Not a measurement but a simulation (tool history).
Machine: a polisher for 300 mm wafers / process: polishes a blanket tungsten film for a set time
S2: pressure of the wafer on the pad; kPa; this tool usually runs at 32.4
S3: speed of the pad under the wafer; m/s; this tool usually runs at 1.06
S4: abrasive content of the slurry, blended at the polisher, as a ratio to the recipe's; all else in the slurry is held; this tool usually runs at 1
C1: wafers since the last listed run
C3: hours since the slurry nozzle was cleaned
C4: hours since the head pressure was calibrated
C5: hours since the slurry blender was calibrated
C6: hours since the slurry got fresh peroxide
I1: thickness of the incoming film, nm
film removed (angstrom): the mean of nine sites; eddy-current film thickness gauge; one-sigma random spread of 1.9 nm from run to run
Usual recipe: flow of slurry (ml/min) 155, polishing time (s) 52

{"run": 1, "hour": 0.0, "flow of slurry (ml/min)": 155, "S2": 32.4, "S3": 1.06, "S4": 1, "polishing time (s)": 52, "C1": 0, "wafers polished on this pad": 2887, "C3": 377.5, "C4": 842.6, "C5": 133.2, "C6": 144.2, "I1": 918.6, "film removed (angstrom)": 2515}
{"run": 2, "hour": 18.6, "flow of slurry (ml/min)": 155, "S2": 32.4, "S3": 1.06, "S4": 1, "polishing time (s)": 52, "C1": 253, "wafers polished on this pad": 3141, "C3": 396.1, "C4": 861.2, "C5": 151.8, "C6": 162.8, "I1": 927, "film removed (angstrom)": 2464}
{"hour": 33.4, "done": "worn pad replaced by a new one"}
{"run": 3, "hour": 36.4, "flow of slurry (ml/min)": 155, "S2": 32.4, "S3": 1.06, "S4": 1, "polishing time (s)": 52, "C1": 188, "wafers polished on this pad": 41, "C3": 413.9, "C4": 879, "C5": 169.6, "C6": 180.6, "I1": 930.7, "film removed (angstrom)": 2463}
{"run": 4, "hour": 58.8, "flow of slurry (ml/min)": 155, "S2": 32.4, "S3": 1.06, "S4": 1, "polishing time (s)": 48, "C1": 305, "wafers polished on this pad": 346, "C3": 436.3, "C4": 901.4, "C5": 192, "C6": 203, "I1": 917.5, "film removed (angstrom)": 2240}
{"run": 5, "hour": 82.5, "flow of slurry (ml/min)": 155, "S2": 32.4, "S3": 1.06, "S4": 1, "polishing time (s)": 48, "C1": 323, "wafers polished on this pad": 670, "C3": 460, "C4": 925.1, "C5": 215.7, "C6": 226.7, "I1": 923.5, "film removed (angstrom)": 2252}
{"hour": 95.4, "done": "slurry tank refilled with fresh slurry and peroxide"}
{"run": 6, "hour": 103.8, "flow of slurry (ml/min)": 190, "S2": 32.4, "S3": 1.06, "S4": 1, "polishing time (s)": 52, "C1": 276, "wafers polished on this pad": 947, "C3": 481.3, "C4": 946.4, "C5": 237, "C6": 8.4, "I1": 923.4, "film removed (angstrom)": 2726}
{"run": 7, "hour": 134.1, "flow of slurry (ml/min)": 105, "S2": 22.8, "S3": 1.24, "S4": 1, "polishing time (s)": 52, "C1": 413, "wafers polished on this pad": 1360, "C3": 511.6, "C4": 976.7, "C5": 267.3, "C6": 38.7, "I1": 919, "film removed (angstrom)": 1954}
{"run": 8, "hour": 152.1, "flow of slurry (ml/min)": 155, "S2": 32.4, "S3": 1.06, "S4": 1, "polishing time (s)": 52, "C1": 245, "wafers polished on this pad": 1606, "C3": 529.6, "C4": 994.7, "C5": 285.3, "C6": 56.7, "I1": 921, "film removed (angstrom)": 2519}
{"run": 9, "hour": 175.4, "flow of slurry (ml/min)": 155, "S2": 32.4, "S3": 1.06, "S4": 1, "polishing time (s)": 52, "C1": 317, "wafers polished on this pad": 1923, "C3": 552.9, "C4": 1018, "C5": 308.6, "C6": 80, "I1": 912.8, "film removed (angstrom)": 2459}
{"run": 10, "hour": 193.0, "flow of slurry (ml/min)": 155, "S2": 39.3, "S3": 1.44, "S4": 1.1, "polishing time (s)": 52, "C1": 240, "wafers polished on this pad": 2164, "C3": 570.5, "C4": 1035.6, "C5": 326.2, "C6": 97.6, "I1": 918.9, "film removed (angstrom)": 3927}
{"hour": 212.2, "done": "slurry nozzle cleaned"}
{"hour": 213.8, "done": "slurry blender recalibrated"}
{"run": 11, "hour": 217.2, "flow of slurry (ml/min)": 190, "S2": 37.2, "S3": 1.06, "S4": 1, "polishing time (s)": 67, "C1": 295, "wafers polished on this pad": 2459, "C3": 5, "C4": 1059.8, "C5": 3.4, "C6": 121.8, "I1": 909.2, "film removed (angstrom)": 3833}
{"run": 12, "hour": 240.4, "flow of slurry (ml/min)": 105, "S2": 36.5, "S3": 0.9, "S4": 1, "polishing time (s)": 52, "C1": 316, "wafers polished on this pad": 2775, "C3": 28.2, "C4": 1083, "C5": 26.6, "C6": 145, "I1": 916.7, "film removed (angstrom)": 2403}
{"hour": 305.7, "done": "worn pad replaced by a new one"}
{"hour": 319.5, "done": "head pressure recalibrated"}
{"run": 13, "hour": 347.2, "flow of slurry (ml/min)": 155, "S2": 32.4, "S3": 1.22, "S4": 1, "polishing time (s)": 52, "C1": 1375, "wafers polished on this pad": 538, "C3": 135, "C4": 27.7, "C5": 133.4, "C6": 251.8, "I1": 930, "film removed (angstrom)": 2799}
{"run": 14, "hour": 375.8, "flow of slurry (ml/min)": 155, "S2": 27.6, "S3": 1.06, "S4": 0.75, "polishing time (s)": 52, "C1": 390, "wafers polished on this pad": 929, "C3": 163.6, "C4": 56.3, "C5": 162, "C6": 280.4, "I1": 905.1, "film removed (angstrom)": 2045}
{"hour": 384.9, "done": "slurry tank refilled with fresh slurry and peroxide"}
{"run": 15, "hour": 407.9, "flow of slurry (ml/min)": 155, "S2": 32.4, "S3": 1.06, "S4": 1, "polishing time (s)": 41, "C1": 424, "wafers polished on this pad": 1353, "C3": 195.7, "C4": 88.4, "C5": 194.1, "C6": 23, "I1": 918.6, "film removed (angstrom)": 2064}
{"run": 16, "hour": 428.3, "flow of slurry (ml/min)": 125, "S2": 22.8, "S3": 1.06, "S4": 1, "polishing time (s)": 52, "C1": 278, "wafers polished on this pad": 1631, "C3": 216.1, "C4": 108.8, "C5": 214.5, "C6": 43.4, "I1": 930.2, "film removed (angstrom)": 1767}
{"run": 17, "hour": 450.1, "flow of slurry (ml/min)": 155, "S2": 32.4, "S3": 1.06, "S4": 1, "polishing time (s)": 52, "C1": 297, "wafers polished on this pad": 1929, "C3": 237.9, "C4": 130.6, "C5": 236.3, "C6": 65.2, "I1": 925.3, "film removed (angstrom)": 2536}
{"run": 18, "hour": 474.6, "flow of slurry (ml/min)": 155, "S2": 32.4, "S3": 1.06, "S4": 1, "polishing time (s)": 52, "C1": 334, "wafers polished on this pad": 2263, "C3": 262.4, "C4": 155.1, "C5": 260.8, "C6": 89.7, "I1": 916.2, "film removed (angstrom)": 2509}
{"run": 19, "hour": 500.5, "flow of slurry (ml/min)": 185, "S2": 23.4, "S3": 1.42, "S4": 1, "polishing time (s)": 62, "C1": 353, "wafers polished on this pad": 2616, "C3": 288.3, "C4": 181, "C5": 286.7, "C6": 115.6, "I1": 928.3, "film removed (angstrom)": 2799}
{"run": 20, "hour": 519.4, "flow of slurry (ml/min)": 210, "S2": 32.4, "S3": 1.06, "S4": 1, "polishing time (s)": 43, "C1": 257, "wafers polished on this pad": 2874, "C3": 307.2, "C4": 199.9, "C5": 305.6, "C6": 134.5, "I1": 911.3, "film removed (angstrom)": 2098}
{"hour": 523.9, "done": "slurry blender recalibrated"}
{"hour": 547.4, "done": "worn pad replaced by a new one"}
{"run": 21, "hour": 547.9, "flow of slurry (ml/min)": 155, "S2": 42.1, "S3": 1.06, "S4": 1, "polishing time (s)": 57, "C1": 306, "wafers polished on this pad": 6, "C3": 335.7, "C4": 228.4, "C5": 24, "C6": 163, "I1": 922.4, "film removed (angstrom)": 3461}
{"run": 22, "hour": 566.2, "flow of slurry (ml/min)": 170, "S2": 32.4, "S3": 0.86, "S4": 0.8, "polishing time (s)": 57, "C1": 249, "wafers polished on this pad": 256, "C3": 354, "C4": 246.7, "C5": 42.3, "C6": 181.3, "I1": 902.7, "film removed (angstrom)": 2143}
{"run": 23, "hour": 594.5, "flow of slurry (ml/min)": 170, "S2": 32.4, "S3": 0.86, "S4": 0.8, "polishing time (s)": 57, "C1": 386, "wafers polished on this pad": 642, "C3": 382.3, "C4": 275, "C5": 70.6, "C6": 209.6, "I1": 909.2, "film removed (angstrom)": 2140}
{"run": 24, "hour": 606.9, "flow of slurry (ml/min)": 155, "S2": 32.4, "S3": 1.06, "S4": 1, "polishing time (s)": 52, "C1": 169, "wafers polished on this pad": 811, "C3": 394.7, "C4": 287.4, "C5": 83, "C6": 222, "I1": 920.7, "film removed (angstrom)": 2353}
{"hour": 617.2, "done": "slurry tank refilled with fresh slurry and peroxide"}
{"run": 25, "hour": 629.1, "flow of slurry (ml/min)": 115, "S2": 32.4, "S3": 1.06, "S4": 1.25, "polishing time (s)": 52, "C1": 289, "wafers polished on this pad": 1100, "C3": 416.9, "C4": 309.6, "C5": 105.2, "C6": 11.9, "I1": 909.9, "film removed (angstrom)": 2608}
{"run": 26, "hour": 729.5, "flow of slurry (ml/min)": 155, "S2": 29.6, "S3": 1.06, "S4": 1, "polishing time (s)": 52, "C1": 1369, "wafers polished on this pad": 2470, "C3": 517.3, "C4": 410, "C5": 205.6, "C6": 112.3, "I1": 912.1, "film removed (angstrom)": 2218}

Results per run with the tool's hidden condition removed, run-to-run variation unchanged:
The hidden state here: removal rate lost through wear of the pad, %; slurry flow missing at the pad, %; deviation of the head's pressure from its setpoint, %; abrasive missing from the slurry, %; peroxide lost from the slurry, %.
run=1 film_removed_(angstrom)=2793
run=2 film_removed_(angstrom)=2754
run=3 film_removed_(angstrom)=2768
run=4 film_removed_(angstrom)=2535
run=5 film_removed_(angstrom)=2566
run=6 film_removed_(angstrom)=2857
run=7 film_removed_(angstrom)=2143
run=8 film_removed_(angstrom)=2780
run=9 film_removed_(angstrom)=2763
run=10 film_removed_(angstrom)=4466
run=11 film_removed_(angstrom)=4161
run=12 film_removed_(angstrom)=2630
run=13 film_removed_(angstrom)=3113
run=14 film_removed_(angstrom)=2281
run=15 film_removed_(angstrom)=2179
run=16 film_removed_(angstrom)=1902
run=17 film_removed_(angstrom)=2769
run=18 film_removed_(angstrom)=2780
run=19 film_removed_(angstrom)=3135
run=20 film_removed_(angstrom)=2364
run=21 film_removed_(angstrom)=3953
run=22 film_removed_(angstrom)=2458
run=23 film_removed_(angstrom)=2473
run=24 film_removed_(angstrom)=2733
run=25 film_removed_(angstrom)=2777
run=26 film_removed_(angstrom)=2543
